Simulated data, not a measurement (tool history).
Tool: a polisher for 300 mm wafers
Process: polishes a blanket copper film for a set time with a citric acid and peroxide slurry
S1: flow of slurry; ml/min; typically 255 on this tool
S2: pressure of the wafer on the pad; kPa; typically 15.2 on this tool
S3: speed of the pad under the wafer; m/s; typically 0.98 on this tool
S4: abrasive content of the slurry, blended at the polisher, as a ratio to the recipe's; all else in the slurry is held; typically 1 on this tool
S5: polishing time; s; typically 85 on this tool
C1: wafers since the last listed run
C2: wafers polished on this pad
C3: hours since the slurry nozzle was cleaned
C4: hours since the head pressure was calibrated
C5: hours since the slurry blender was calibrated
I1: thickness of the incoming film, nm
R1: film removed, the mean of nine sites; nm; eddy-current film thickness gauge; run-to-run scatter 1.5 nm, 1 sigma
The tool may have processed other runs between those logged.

| run | hour | S1 | S2 | S3 | S4 | S5 | C1 | C2 | C3 | C4 | C5 | I1 | R1 |
|---|---|---|---|---|---|---|---|---|---|---|---|---|---|
| 1 | 0 | 205 | 15.2 | 0.98 | 1.1 | 85 | 0 | 1299 | 224.8 | 308 | 330.1 | 573.6 | 96.7 |
|  | 57.1 | worn pad replaced by a new one |
|  | 81.5 | slurry blender recalibrated |
| 2 | 82 | 205 | 15.2 | 0.98 | 1.1 | 85 | 569 | 171 | 306.8 | 390 | 0.5 | 577.6 | 105.6 |
| 3 | 141.2 | 255 | 15.2 | 1.16 | 1 | 104 | 443 | 614 | 366 | 449.2 | 59.7 | 570.1 | 146.6 |
| 4 | 203.5 | 255 | 15.2 | 1.16 | 1 | 104 | 466 | 1081 | 428.3 | 511.5 | 122 | 576.6 | 142.4 |
| 5 | 238.5 | 255 | 15.2 | 1.16 | 1 | 104 | 262 | 1343 | 463.3 | 546.5 | 157 | 574.2 | 138.5 |
|  | 252.8 | worn pad replaced by a new one |
| 6 | 282.8 | 255 | 15.2 | 0.98 | 1 | 85 | 301 | 224 | 507.6 | 590.8 | 201.3 | 568.3 | 103.4 |
| 7 | 343.7 | 255 | 15.2 | 0.98 | 1 | 85 | 456 | 680 | 568.5 | 651.7 | 262.2 | 565.2 | 97.8 |
|  | 348.7 | slurry nozzle cleaned |
| 8 | 395.1 | 255 | 11 | 0.98 | 1 | 85 | 377 | 1058 | 46.4 | 703.1 | 313.6 | 577.1 | 68 |
|  | 409.4 | slurry blender recalibrated |
| 9 | 447.9 | 255 | 15.2 | 0.82 | 1 | 85 | 380 | 1438 | 99.2 | 755.9 | 38.5 | 573.3 | 81.5 |
|  | 487.5 | worn pad replaced by a new one |
| 10 | 500.1 | 255 | 15.2 | 0.98 | 1 | 85 | 360 | 94 | 151.4 | 808.1 | 90.7 | 568.7 | 108.1 |
| 11 | 561.3 | 255 | 18.6 | 0.82 | 0.8 | 85 | 458 | 552 | 212.6 | 869.3 | 151.9 | 569.3 | 101 |
| 12 | 588.2 | 255 | 15.2 | 1.14 | 1 | 85 | 201 | 754 | 239.5 | 896.2 | 178.8 | 561.1 | 116.3 |
| 13 | 654.4 | 255 | 15.2 | 1.14 | 1 | 85 | 495 | 1249 | 305.7 | 962.4 | 245 | 560.9 | 113.5 |
|  | 661.3 | head pressure recalibrated |
| 14 | 701.5 | 255 | 15.2 | 0.98 | 1 | 85 | 337 | 1587 | 352.8 | 40.2 | 292.1 | 571.4 | 93.7 |
|  | 737.5 | worn pad replaced by a new one |
| 15 | 750.6 | 255 | 13.1 | 0.98 | 0.9 | 85 | 337 | 97 | 401.9 | 89.3 | 341.2 | 571 | 89.3 |
|  | 787.5 | slurry blender recalibrated |
| 16 | 938.3 | 255 | 15.2 | 1.12 | 1 | 71 | 1390 | 1488 | 589.6 | 277 | 150.8 | 578.5 | 91.1 |
|  | 944.2 | slurry nozzle cleaned |
|  | 965.2 | worn pad replaced by a new one |
| 17 | 983.1 | 255 | 11.7 | 0.98 | 0.9 | 85 | 298 | 133 | 38.9 | 321.8 | 195.6 | 563.9 | 84.3 |
| 18 | 1050.7 | 310 | 20 | 1.08 | 1 | 95 | 506 | 640 | 106.5 | 389.4 | 263.2 | 563.8 | 160.9 |
| 19 | 1113.3 | 255 | 15.2 | 0.98 | 1 | 105 | 468 | 1108 | 169.1 | 452 | 325.8 | 568.9 | 117 |
| 20 | 1140.9 | 200 | 15.2 | 0.98 | 1 | 85 | 206 | 1315 | 196.7 | 479.6 | 353.4 | 565.6 | 92 |

Branching from run 20: 5 alternative next runs. What would each branch give?
| A | 1141.4 | 255 | 15.2 | 0.98 | 1 | 69 | 3 | 1319 | 197.2 | 480.1 | 353.9 | 578.7 | ? |
| B | 1141.4 | 255 | 15.2 | 1.22 | 1 | 101 | 3 | 1319 | 197.2 | 480.1 | 353.9 | 578.7 | ? |
| C | 1141.4 | 315 | 15.2 | 0.98 | 0.9 | 85 | 3 | 1319 | 197.2 | 480.1 | 353.9 | 578.7 | ? |
| D | 1141.4 | 255 | 15.2 | 0.98 | 1 | 103 | 3 | 1319 | 197.2 | 480.1 | 353.9 | 578.7 | ? |
| E | 1141.4 | 220 | 15.2 | 0.9 | 1.1 | 85 | 3 | 1319 | 197.2 | 480.1 | 353.9 | 578.7 | ? |

| run | R1 |
|---|---|
| A | 75.5 |
| B | 136.7 |
| C | 93 |
| D | 112.7 |
| E | 85.9 |
With no hidden state in the tool, these same runs would have given:
| run | R1 |
|---|---|
| A | 91.5 |
| B | 165.6 |
| C | 112.6 |
| D | 136.5 |
| E | 104.1 |

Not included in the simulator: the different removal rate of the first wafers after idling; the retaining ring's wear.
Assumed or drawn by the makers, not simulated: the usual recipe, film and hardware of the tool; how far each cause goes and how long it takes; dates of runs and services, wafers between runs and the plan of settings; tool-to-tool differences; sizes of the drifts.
